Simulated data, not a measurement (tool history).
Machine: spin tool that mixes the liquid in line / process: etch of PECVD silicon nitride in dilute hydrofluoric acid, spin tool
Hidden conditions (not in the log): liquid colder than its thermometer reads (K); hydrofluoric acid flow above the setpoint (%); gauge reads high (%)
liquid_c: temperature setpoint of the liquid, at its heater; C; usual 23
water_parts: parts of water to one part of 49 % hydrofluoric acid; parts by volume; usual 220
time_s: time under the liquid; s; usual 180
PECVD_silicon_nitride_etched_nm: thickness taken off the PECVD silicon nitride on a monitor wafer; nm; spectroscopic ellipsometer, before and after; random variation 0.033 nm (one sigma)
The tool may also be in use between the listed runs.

run	hour	liquid_c	water_parts	time_s	wafers since the last listed run	hours since the thermometer was replaced	hours since the hydrofluoric acid flow meter was replaced	hours since the gauge calibration	read-back film thickness of the PECVD silicon nitride reference wafer, read on the same gauge (nm)	PECVD_silicon_nitride_etched_nm
1	0	23	275	180	0	1893.7	541.6	202.4	99.996	2.616
2	7.3	23	220	180	44	1901	548.9	209.7	100.01	3.284
3	15.6	23	220	180	50	1909.3	557.2	218	99.952	3.269
4	28.7	23	220	180	79	1922.4	570.3	231.1	99.985	3.29
5	36	23	150	180	44	1929.7	577.6	238.4	99.998	4.723
6	45.6	23	150	180	57	1939.3	587.2	248	100.008	4.745
7	53.8	23	150	180	49	1947.5	595.4	256.2	100.016	4.802
8	64.2	23	220	180	62	1957.9	605.8	266.6	99.957	3.337
9	76.6	25	220	180	74	1970.3	618.2	279	100.012	3.661
10	90.6	25	220	180	84	1984.3	632.2	293	100.054	3.734
11	102.8	25	220	180	73	1996.5	644.4	305.2	100.016	3.8
12	112	23	265	180	55	2005.7	653.6	314.4	99.989	2.695
# hour 123.8: hydrofluoric acid flow meter replaced
# hour 124.6: gauge calibrated
# hour 128.3: thermometer replaced
13	149.4	23	265	180	213	21.1	25.6	24.8	100.006	2.46
14	166.4	20	220	180	102	38.1	42.6	41.8	99.973	2.467
15	177.9	23	220	180	69	49.6	54.1	53.3	100.026	2.954
16	188.8	27	320	150	65	60.5	65	64.2	99.995	2.172
17	199.8	23	220	180	66	71.5	76	75.2	100.028	2.938
18	209.6	18.5	275	145	59	81.3	85.8	85	99.942	1.427
19	218.7	23	125	180	54	90.4	94.9	94.1	99.991	5.261
20	235.7	23	220	180	102	107.4	111.9	111.1	100.002	3.026
21	243.5	21	220	180	47	115.2	119.7	118.9	100.003	2.642
22	257.8	25.5	290	180	86	129.5	134	133.2	100.039	2.695
23	267.7	23	220	180	59	139.4	143.9	143.1	100.009	3.003
24	278.4	27.5	320	180	64	150.1	154.6	153.8	99.996	2.713
25	294.3	23	220	180	95	166	170.5	169.7	99.992	3.044
26	305.7	23	220	180	68	177.4	181.9	181.1	100.002	3.009
27	313.8	23	220	80	48	185.5	190	189.2	99.998	1.342
28	327.1	19	220	100	80	198.8	203.3	202.5	100.021	1.305

Consider 3 possible next runs. They are alternatives, not a sequence: every one starts from the tool as it was left by run 28. What does each give?
A	327.6	23	220	220	3	199.3	203.8	203	?	?
B	327.6	18.5	125	145	3	199.3	203.8	203	?	?
C	327.6	21	290	180	3	199.3	203.8	203	?	?

run	read-back film thickness of the PECVD silicon nitride reference wafer, read on the same gauge (nm)	PECVD_silicon_nitride_etched_nm
A	99.99	3.77
B	99.99	3.206
C	99.99	2.073
Stripped of hidden state, with their random variation kept, the same runs would have yielded:
run	PECVD_silicon_nitride_etched_nm
A	3.602
B	3.066
C	1.982

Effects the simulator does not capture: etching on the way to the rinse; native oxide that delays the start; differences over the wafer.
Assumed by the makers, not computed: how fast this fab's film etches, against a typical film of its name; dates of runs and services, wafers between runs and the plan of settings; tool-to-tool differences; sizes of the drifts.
